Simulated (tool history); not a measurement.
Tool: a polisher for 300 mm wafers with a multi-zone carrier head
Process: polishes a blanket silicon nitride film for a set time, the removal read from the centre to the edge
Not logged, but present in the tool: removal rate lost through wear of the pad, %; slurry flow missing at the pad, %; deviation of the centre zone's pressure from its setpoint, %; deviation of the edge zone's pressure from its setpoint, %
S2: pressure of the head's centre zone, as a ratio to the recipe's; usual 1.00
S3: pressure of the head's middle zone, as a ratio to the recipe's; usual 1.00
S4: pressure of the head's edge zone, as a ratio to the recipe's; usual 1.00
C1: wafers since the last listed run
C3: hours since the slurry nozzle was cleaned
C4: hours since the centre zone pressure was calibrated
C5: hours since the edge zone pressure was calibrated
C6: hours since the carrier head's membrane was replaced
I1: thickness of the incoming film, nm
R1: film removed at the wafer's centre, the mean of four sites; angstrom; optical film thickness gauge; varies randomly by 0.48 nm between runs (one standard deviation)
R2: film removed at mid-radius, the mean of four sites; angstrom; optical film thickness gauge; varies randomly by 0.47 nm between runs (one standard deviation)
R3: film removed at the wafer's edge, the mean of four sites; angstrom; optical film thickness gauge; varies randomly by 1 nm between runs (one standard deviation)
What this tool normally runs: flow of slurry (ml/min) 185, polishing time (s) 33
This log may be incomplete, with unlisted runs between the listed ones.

run 1 hour=0.0 | flow_of_slurry_(ml/min)=185 S2=1.00 S3=1.00 S4=1.00 polishing_time_(s)=33 | C1=0 wafers_polished_on_this_pad=3892 C3=101.7 C4=1217.1 C5=45.2 C6=6.5 | I1=820.0 | R1=697 R2=702 R3=679
run 2 hour=98.4 | flow_of_slurry_(ml/min)=185 S2=1.00 S3=1.00 S4=1.00 polishing_time_(s)=33 | C1=1351 wafers_polished_on_this_pad=5244 C3=200.1 C4=1315.5 C5=143.6 C6=104.9 | I1=838.5 | R1=680 R2=704 R3=682
run 3 hour=160.7 | flow_of_slurry_(ml/min)=185 S2=1.00 S3=1.00 S4=1.00 polishing_time_(s)=33 | C1=855 wafers_polished_on_this_pad=6100 C3=262.4 C4=1377.8 C5=205.9 C6=167.2 | I1=826.6 | R1=673 R2=685 R3=668
run 4 hour=208.9 | flow_of_slurry_(ml/min)=185 S2=1.00 S3=1.00 S4=1.00 polishing_time_(s)=29 | C1=662 wafers_polished_on_this_pad=6762 C3=310.6 C4=1426.0 C5=254.1 C6=215.4 | I1=823.2 | R1=583 R2=589 R3=593
-- hour=296.7 worn pad replaced by a new one
run 5 hour=316.8 | flow_of_slurry_(ml/min)=185 S2=1.00 S3=1.00 S4=1.00 polishing_time_(s)=33 | C1=1427 wafers_polished_on_this_pad=275 C3=418.5 C4=1533.9 C5=362.0 C6=323.3 | I1=815.6 | R1=693 R2=722 R3=696
run 6 hour=391.3 | flow_of_slurry_(ml/min)=185 S2=1.00 S3=1.00 S4=1.00 polishing_time_(s)=33 | C1=1023 wafers_polished_on_this_pad=1299 C3=493.0 C4=1608.4 C5=436.5 C6=397.8 | I1=809.8 | R1=680 R2=696 R3=676
-- hour=403.8 slurry nozzle cleaned
-- hour=423.7 centre zone pressure recalibrated
run 7 hour=471.5 | flow_of_slurry_(ml/min)=185 S2=0.95 S3=1.00 S4=1.00 polishing_time_(s)=41 | C1=1060 wafers_polished_on_this_pad=2359 C3=67.7 C4=47.8 C5=516.7 C6=478.0 | I1=826.8 | R1=821 R2=887 R3=836
-- hour=622.9 carrier head's membrane replaced by a new one
run 8 hour=783.9 | flow_of_slurry_(ml/min)=185 S2=1.00 S3=1.00 S4=1.00 polishing_time_(s)=33 | C1=4223 wafers_polished_on_this_pad=6583 C3=380.1 C4=360.2 C5=829.1 C6=161.0 | I1=801.3 | R1=661 R2=676 R3=672
-- hour=884.7 worn pad replaced by a new one
run 9 hour=891.0 | flow_of_slurry_(ml/min)=185 S2=1.00 S3=1.00 S4=1.00 polishing_time_(s)=33 | C1=1416 wafers_polished_on_this_pad=85 C3=487.2 C4=467.3 C5=936.2 C6=268.1 | I1=829.0 | R1=694 R2=715 R3=686
run 10 hour=946.2 | flow_of_slurry_(ml/min)=185 S2=1.12 S3=1.07 S4=1.00 polishing_time_(s)=33 | C1=757 wafers_polished_on_this_pad=843 C3=542.4 C4=522.5 C5=991.4 C6=323.3 | I1=822.2 | R1=762 R2=742 R3=689
-- hour=947.2 slurry nozzle cleaned
run 11 hour=993.5 | flow_of_slurry_(ml/min)=185 S2=1.09 S3=1.00 S4=0.91 polishing_time_(s)=33 | C1=636 wafers_polished_on_this_pad=1480 C3=46.3 C4=569.8 C5=1038.7 C6=370.6 | I1=831.2 | R1=767 R2=727 R3=673
run 12 hour=1071.5 | flow_of_slurry_(ml/min)=185 S2=1.00 S3=1.00 S4=1.00 polishing_time_(s)=33 | C1=1071 wafers_polished_on_this_pad=2552 C3=124.3 C4=647.8 C5=1116.7 C6=448.6 | I1=825.5 | R1=694 R2=720 R3=717
run 13 hour=1125.7 | flow_of_slurry_(ml/min)=185 S2=0.97 S3=0.96 S4=1.00 polishing_time_(s)=33 | C1=744 wafers_polished_on_this_pad=3296 C3=178.5 C4=702.0 C5=1170.9 C6=502.8 | I1=810.7 | R1=673 R2=679 R3=692
-- hour=1152.0 carrier head's membrane replaced by a new one
-- hour=1165.1 edge zone pressure recalibrated
run 14 hour=1171.5 | flow_of_slurry_(ml/min)=185 S2=1.05 S3=1.00 S4=0.93 polishing_time_(s)=33 | C1=533 wafers_polished_on_this_pad=3829 C3=224.3 C4=747.8 C5=6.4 C6=19.5 | I1=822.3 | R1=716 R2=694 R3=652
run 15 hour=1276.4 | flow_of_slurry_(ml/min)=185 S2=1.00 S3=1.00 S4=1.00 polishing_time_(s)=36 | C1=1441 wafers_polished_on_this_pad=5271 C3=329.2 C4=852.7 C5=111.3 C6=124.4 | I1=834.4 | R1=730 R2=748 R3=750
run 16 hour=1357.5 | flow_of_slurry_(ml/min)=185 S2=1.00 S3=1.11 S4=1.00 polishing_time_(s)=33 | C1=1114 wafers_polished_on_this_pad=6385 C3=410.3 C4=933.8 C5=192.4 C6=205.5 | I1=815.3 | R1=658 R2=735 R3=667
run 17 hour=1394.9 | flow_of_slurry_(ml/min)=165 S2=1.07 S3=0.93 S4=0.89 polishing_time_(s)=33 | C1=513 wafers_polished_on_this_pad=6899 C3=447.7 C4=971.2 C5=229.8 C6=242.9 | I1=812.9 | R1=673 R2=620 R3=628
-- hour=1406.6 worn pad replaced by a new one
-- hour=1458.6 slurry nozzle cleaned
run 18 hour=1459.1 | flow_of_slurry_(ml/min)=185 S2=1.00 S3=1.09 S4=1.00 polishing_time_(s)=33 | C1=813 wafers_polished_on_this_pad=708 C3=0.5 C4=1035.4 C5=294.0 C6=307.1 | I1=814.6 | R1=720 R2=781 R3=707
run 19 hour=1562.2 | flow_of_slurry_(ml/min)=185 S2=1.00 S3=1.00 S4=1.00 polishing_time_(s)=33 | C1=1416 wafers_polished_on_this_pad=2124 C3=103.6 C4=1138.5 C5=397.1 C6=410.2 | I1=812.6 | R1=699 R2=720 R3=704
run 20 hour=1609.8 | flow_of_slurry_(ml/min)=185 S2=1.00 S3=0.92 S4=1.10 polishing_time_(s)=33 | C1=653 wafers_polished_on_this_pad=2778 C3=151.2 C4=1186.1 C5=444.7 C6=457.8 | I1=809.9 | R1=700 R2=664 R3=730
-- hour=1727.4 carrier head's membrane replaced by a new one
run 21 hour=1751.8 | flow_of_slurry_(ml/min)=145 S2=1.08 S3=1.11 S4=1.00 polishing_time_(s)=29 | C1=1882 wafers_polished_on_this_pad=4660 C3=293.2 C4=1328.1 C5=586.7 C6=24.4 | I1=818.1 | R1=612 R2=631 R3=594

5 ways to go on from here, each from the tool as it stands after run 21. What would each give?
run A hour=1752.2 | flow_of_slurry_(ml/min)=185 S2=1.00 S3=1.00 S4=1.00 polishing_time_(s)=33 | C1=5 wafers_polished_on_this_pad=4666 C3=293.6 C4=1328.5 C5=587.1 C6=24.8 | I1=833.9 | R1=? R2=? R3=?
run B hour=1752.2 | flow_of_slurry_(ml/min)=185 S2=1.08 S3=1.00 S4=1.00 polishing_time_(s)=33 | C1=5 wafers_polished_on_this_pad=4666 C3=293.6 C4=1328.5 C5=587.1 C6=24.8 | I1=833.9 | R1=? R2=? R3=?
run C hour=1752.2 | flow_of_slurry_(ml/min)=185 S2=1.00 S3=1.00 S4=1.09 polishing_time_(s)=33 | C1=5 wafers_polished_on_this_pad=4666 C3=293.6 C4=1328.5 C5=587.1 C6=24.8 | I1=833.9 | R1=? R2=? R3=?
run D hour=1752.2 | flow_of_slurry_(ml/min)=185 S2=1.07 S3=1.00 S4=1.00 polishing_time_(s)=40 | C1=5 wafers_polished_on_this_pad=4666 C3=293.6 C4=1328.5 C5=587.1 C6=24.8 | I1=833.9 | R1=? R2=? R3=?
run E hour=1752.2 | flow_of_slurry_(ml/min)=185 S2=0.90 S3=1.00 S4=1.10 polishing_time_(s)=37 | C1=5 wafers_polished_on_this_pad=4666 C3=293.6 C4=1328.5 C5=587.1 C6=24.8 | I1=833.9 | R1=? R2=? R3=?

run=A R1=666 R2=695 R3=687
run=B R1=720 R2=694 R3=687
run=C R1=666 R2=695 R3=711
run=D R1=864 R2=842 R3=833
run=E R1=671 R2=779 R3=800
With no hidden state in the tool, these same runs would have given:
run=A R1=707 R2=737 R3=727
run=B R1=764 R2=737 R3=727
run=C R1=707 R2=737 R3=751
run=D R1=918 R2=893 R3=881
run=E R1=713 R2=827 R3=846
